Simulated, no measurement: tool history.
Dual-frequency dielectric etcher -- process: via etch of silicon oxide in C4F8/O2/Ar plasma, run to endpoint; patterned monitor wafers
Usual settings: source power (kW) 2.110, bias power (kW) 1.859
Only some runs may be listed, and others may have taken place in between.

run,hour,source power (kW),bias power (kW),"incoming incoming film thickness, nm",endpoint time (s)
1,0.0,2.110,1.859,2069.6,400.8
2,6.6,2.110,1.859,2087.0,399.7
3,24.4,2.110,1.859,2105.4,406.2
4,39.4,2.110,2.108,2084.8,388.5
5,45.8,2.110,2.108,2092.4,385.5
6,54.1,2.110,1.859,2100.8,404.0
7,72.0,2.110,1.859,2096.8,402.3
# hour 83.5: source power generator calibrated
8,84.2,2.110,1.859,2092.6,399.6
# hour 89.7: bias power generator calibrated
9,101.9,2.110,1.859,2105.3,398.9
10,111.8,2.110,1.859,2089.3,399.0
11,120.5,1.870,1.592,2126.7,442.8
# hour 148.7: wet clean of the chamber
12,149.2,1.920,1.674,2077.7,443.6
13,149.6,2.620,1.859,2078.6,385.1
14,155.1,2.280,1.447,2120.7,447.3
# hour 183.2: upper electrode replaced
15,183.7,2.110,1.859,2093.7,415.9
16,184.1,2.250,1.428,2095.2,445.3
17,195.3,1.920,1.599,2117.4,453.0
18,211.7,2.110,1.859,2081.3,411.8
19,226.0,2.110,1.624,2112.7,437.1
20,237.5,1.620,1.859,2086.0,450.8

Some steps in endpoint time (s) between neighbouring runs. How much of each would the tool show without its hidden state too (settings, what came in, random variation), and how much is left for the hidden state, with any gauge scatter that isn't in both results?
Hidden conditions of the tool in this case: etch rate over this chamber's usual, %; source power that arrives over what is set, %; bias power that arrives over what is set, %.
Run 10 -> 11: source power (kW) 2.110 -> 1.870, bias power (kW) 1.859 -> 1.592. endpoint time (s) +43.8: hidden state -2.5, all else +46.3.
Run 11 -> 12: source power (kW) 1.870 -> 1.920, bias power (kW) 1.592 -> 1.674, wet clean of the chamber. endpoint time (s) +0.8: hidden state +20.6, all else -19.8.
Run 12 -> 13: source power (kW) 1.920 -> 2.620, bias power (kW) 1.674 -> 1.859. endpoint time (s) -58.5: hidden state +0.3, all else -58.8.
Run 13 -> 14: source power (kW) 2.620 -> 2.280, bias power (kW) 1.859 -> 1.447. endpoint time (s) +62.2: hidden state -0.5, all else +62.7.

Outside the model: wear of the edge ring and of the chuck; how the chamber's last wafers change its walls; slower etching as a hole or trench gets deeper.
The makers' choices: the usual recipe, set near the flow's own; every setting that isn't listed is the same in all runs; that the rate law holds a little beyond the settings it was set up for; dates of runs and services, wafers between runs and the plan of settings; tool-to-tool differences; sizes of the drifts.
